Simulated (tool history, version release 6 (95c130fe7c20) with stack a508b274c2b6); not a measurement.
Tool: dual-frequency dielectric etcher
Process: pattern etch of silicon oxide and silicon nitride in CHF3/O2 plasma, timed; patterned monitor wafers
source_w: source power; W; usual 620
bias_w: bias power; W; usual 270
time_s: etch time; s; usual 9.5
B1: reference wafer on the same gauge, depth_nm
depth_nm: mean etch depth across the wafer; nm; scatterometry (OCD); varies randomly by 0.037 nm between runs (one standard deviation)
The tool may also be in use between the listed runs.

run 1 hour=0.0 | source_w=550 bias_w=311 time_s=9.5 | B1=12.70 | depth_nm=15.23
run 2 hour=24.3 | source_w=620 bias_w=270 time_s=12.0 | B1=12.70 | depth_nm=19.12
run 3 hour=49.0 | source_w=620 bias_w=270 time_s=12.0 | B1=12.71 | depth_nm=19.16
run 4 hour=77.9 | source_w=620 bias_w=270 time_s=9.5 | B1=12.71 | depth_nm=15.24
run 5 hour=106.5 | source_w=620 bias_w=270 time_s=9.5 | B1=12.70 | depth_nm=15.19
run 6 hour=126.4 | source_w=730 bias_w=270 time_s=9.5 | B1=12.69 | depth_nm=16.10
run 7 hour=161.4 | source_w=620 bias_w=270 time_s=9.5 | B1=12.68 | depth_nm=15.23
-- hour=174.5 gauge calibrated
run 8 hour=192.1 | source_w=620 bias_w=270 time_s=9.5 | B1=12.70 | depth_nm=15.25
-- hour=214.3 source power generator calibrated
-- hour=225.7 bias power generator calibrated
-- hour=238.2 wet clean of the chamber
run 9 hour=238.7 | source_w=620 bias_w=270 time_s=9.5 | B1=12.71 | depth_nm=14.97
run 10 hour=250.5 | source_w=490 bias_w=270 time_s=9.5 | B1=12.70 | depth_nm=13.89
-- hour=280.4 upper electrode replaced
run 11 hour=328.7 | source_w=620 bias_w=270 time_s=9.5 | B1=12.69 | depth_nm=15.08
run 12 hour=361.1 | source_w=620 bias_w=270 time_s=9.5 | B1=12.69 | depth_nm=15.12
run 13 hour=391.5 | source_w=480 bias_w=231 time_s=8.0 | B1=12.69 | depth_nm=11.09
run 14 hour=418.5 | source_w=620 bias_w=236 time_s=9.5 | B1=12.71 | depth_nm=14.47
run 15 hour=439.3 | source_w=620 bias_w=270 time_s=9.5 | B1=12.71 | depth_nm=15.22
run 16 hour=452.9 | source_w=680 bias_w=288 time_s=11.5 | B1=12.70 | depth_nm=19.36

Run 17 has not been measured yet. What should we expect?
run 17 hour=503.8 | source_w=480 bias_w=270 time_s=9.5 | B1=? | depth_nm=?

{"run 17": {"B1": 12.7, "depth_nm": 14.02}}
Minus the tool's unlogged condition, the same run would have read depth_nm 13.87 nm.
